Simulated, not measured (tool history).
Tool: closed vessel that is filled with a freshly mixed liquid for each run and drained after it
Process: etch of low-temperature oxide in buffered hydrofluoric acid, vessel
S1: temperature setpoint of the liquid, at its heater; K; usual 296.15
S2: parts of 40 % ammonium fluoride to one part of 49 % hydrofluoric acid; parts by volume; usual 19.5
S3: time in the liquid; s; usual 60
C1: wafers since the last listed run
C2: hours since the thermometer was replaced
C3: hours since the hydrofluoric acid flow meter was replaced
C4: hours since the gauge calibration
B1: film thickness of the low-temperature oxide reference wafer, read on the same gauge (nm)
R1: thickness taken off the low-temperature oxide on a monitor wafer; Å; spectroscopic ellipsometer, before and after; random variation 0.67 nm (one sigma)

run	hour	S1	S2	S3	C1	C2	C3	C4	B1	R1
1	0.0	296.15	19.5	80	0	339.3	422.2	649.4	130.03	1307.9
2	78.7	296.15	19.5	80	6046	418.0	500.9	728.1	130.01	1317.4
3	146.0	296.15	19.5	60	5170	485.3	568.2	795.4	129.99	982.8
4	215.2	296.15	19.5	60	5316	554.5	637.4	864.6	130.00	983.2
5	315.9	296.15	19.5	60	7736	655.2	738.1	965.3	129.99	1002.7
# hour 354.8: gauge calibrated
6	410.2	296.15	19.5	85	7244	749.5	832.4	55.4	130.01	1408.0
# hour 455.1: hydrofluoric acid flow meter replaced
7	502.2	296.15	13.5	40	6991	841.5	47.1	147.4	130.04	964.3
8	600.6	294.15	12.0	30	7559	939.9	145.5	245.8	129.95	725.1
9	694.5	296.15	23.5	40	7213	1033.8	239.4	339.7	130.00	583.4
10	732.2	296.15	23.5	40	2896	1071.5	277.1	377.4	129.97	589.2
11	792.8	293.65	27.5	30	4655	1132.1	337.7	438.0	129.97	347.6
# hour 801.6: thermometer replaced
12	831.4	296.15	19.5	60	2888	29.8	376.3	476.6	130.03	971.8
13	928.8	299.15	16.0	60	7482	127.2	473.7	574.0	130.02	1383.0
14	975.4	294.15	19.5	60	3580	173.8	520.3	620.6	130.01	872.3
15	1013.1	296.15	13.5	40	2896	211.5	558.0	658.3	130.04	930.2

4 ways to go on from here, each from the tool as it stands after run 15. What would each give?
A	1013.8	296.15	19.5	60	53	212.2	558.7	659.0	?	?
B	1013.8	292.15	19.5	80	53	212.2	558.7	659.0	?	?
C	1013.8	291.15	25.0	30	53	212.2	558.7	659.0	?	?
D	1013.8	296.15	16.5	60	53	212.2	558.7	659.0	?	?

run	B1	R1
A	129.99	978.7
B	129.99	1044.4
C	129.99	309.4
D	129.99	1153.9
Without the tool's hidden state the same runs would have given:
run	R1
A	961.6
B	1025.7
C	303.8
D	1133.8
